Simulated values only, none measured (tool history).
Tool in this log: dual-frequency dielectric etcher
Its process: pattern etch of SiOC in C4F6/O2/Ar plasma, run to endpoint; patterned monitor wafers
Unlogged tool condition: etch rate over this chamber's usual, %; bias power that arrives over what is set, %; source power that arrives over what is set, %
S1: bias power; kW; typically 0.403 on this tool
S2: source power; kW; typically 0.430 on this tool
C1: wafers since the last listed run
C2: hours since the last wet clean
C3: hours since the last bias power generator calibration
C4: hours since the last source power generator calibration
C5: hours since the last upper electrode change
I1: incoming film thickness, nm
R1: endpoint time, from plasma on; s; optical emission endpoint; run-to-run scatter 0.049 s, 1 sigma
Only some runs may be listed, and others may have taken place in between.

run   hour     S1     S2   C1     C2      C3      C4      C5     I1    R1
  1    0.0  0.403  0.390    0  232.5  1530.8  3347.6  1723.6  43.20  16.3
  2   16.1  0.368  0.430  294  248.6  1546.9  3363.7  1739.7  42.43  16.1
  3   26.2  0.368  0.430  184  258.7  1557.0  3373.8  1749.8  43.12  16.4
  4   34.4  0.331  0.340  150  266.9  1565.2  3382.0  1758.0  42.74  18.2
  5   51.9  0.403  0.430  320  284.4  1582.7  3399.5  1775.5  42.99  15.8
  6   68.2  0.354  0.430  298  300.7  1599.0  3415.8  1791.8  43.44  16.9
  7   99.1  0.354  0.430  565  331.6  1629.9  3446.7  1822.7  42.98  16.6
  8  105.4  0.403  0.430  115  337.9  1636.2  3453.0  1829.0  42.73  15.7
  9  113.5  0.403  0.430  148  346.0  1644.3  3461.1  1837.1  43.02  15.8
 10  129.2  0.403  0.430  287  361.7  1660.0  3476.8  1852.8  42.56  15.6
 11  143.2  0.435  0.430  256  375.7  1674.0  3490.8  1866.8  43.06  15.4
     155.1  -- bias power generator calibrated
     173.6  -- wet clean of the chamber
 12  174.1  0.324  0.340  153    0.5    19.0  3521.7  1897.7  43.54  18.4
 13  174.4  0.324  0.340    5    0.8    19.3  3522.0  1898.0  42.88  18.2
 14  178.7  0.324  0.340   78    5.1    23.6  3526.3  1902.3  43.11  18.4
     203.2  -- source power generator calibrated
     205.0  -- upper electrode replaced, of another model than before
 15  205.5  0.355  0.380  384   31.9    50.4     2.3     0.5  43.35  17.0
 16  205.8  0.316  0.370    5   32.2    50.7     2.6     0.8  42.97  17.5
 17  209.7  0.442  0.430   71   36.1    54.6     6.5     4.7  43.01  15.3
 18  219.7  0.403  0.390  182   46.1    64.6    16.5    14.7  42.69  16.1
 19  257.8  0.440  0.490  697   84.2   102.7    54.6    52.8  43.34  14.7
 20  275.3  0.403  0.430  320  101.7   120.2    72.1    70.3  43.14  15.8
 21  290.7  0.488  0.400  281  117.1   135.6    87.5    85.7  42.70  15.3
 22  299.1  0.450  0.400  153  125.5   144.0    95.9    94.1  42.62  15.6
 23  306.0  0.347  0.490  126  132.4   150.9   102.8   101.0  42.77  15.2
 24  323.9  0.474  0.530  327  150.3   168.8   120.7   118.9  42.70  13.8
 25  334.5  0.358  0.380  193  160.9   179.4   131.3   129.5  43.09  17.0
 26  349.1  0.330  0.430  267  175.5   194.0   145.9   144.1  42.88  16.3
 27  361.8  0.313  0.500  232  188.2   206.7   158.6   156.8  42.94  15.5
 28  369.1  0.403  0.430  133  195.5   214.0   165.9   164.1  42.92  15.6
 29  384.0  0.403  0.430  272  210.4   228.9   180.8   179.0  43.41  15.9
 30  393.1  0.403  0.430  166  219.5   238.0   189.9   188.1  43.02  15.7
 31  399.4  0.488  0.370  115  225.8   244.3   196.2   194.4  42.89  15.9
 32  408.9  0.350  0.470  173  235.3   253.8   205.7   203.9  42.90  15.6
 33  415.4  0.403  0.390  118  241.8   260.3   212.2   210.4  42.96  16.3
 34  424.8  0.370  0.330  171  251.2   269.7   221.6   219.8  43.55  18.1

Branching from run 34: 5 alternative next runs. What would each branch give?
  A  425.2  0.403  0.540   7  251.6  270.1  222.0  220.2  42.92   ?
  B  425.2  0.482  0.430   7  251.6  270.1  222.0  220.2  42.92   ?
  C  425.2  0.312  0.480   7  251.6  270.1  222.0  220.2  42.92   ?
  D  425.2  0.403  0.400   7  251.6  270.1  222.0  220.2  42.92   ?
  E  425.2  0.307  0.500   7  251.6  270.1  222.0  220.2  42.92   ?

run    R1
  A  14.3
  B  15.1
  C  15.8
  D  16.1
  E  15.6
Without the tool's unlogged condition, the same runs would have read:
run    R1
  A  14.2
  B  15.0
  C  15.7
  D  16.0
  E  15.5

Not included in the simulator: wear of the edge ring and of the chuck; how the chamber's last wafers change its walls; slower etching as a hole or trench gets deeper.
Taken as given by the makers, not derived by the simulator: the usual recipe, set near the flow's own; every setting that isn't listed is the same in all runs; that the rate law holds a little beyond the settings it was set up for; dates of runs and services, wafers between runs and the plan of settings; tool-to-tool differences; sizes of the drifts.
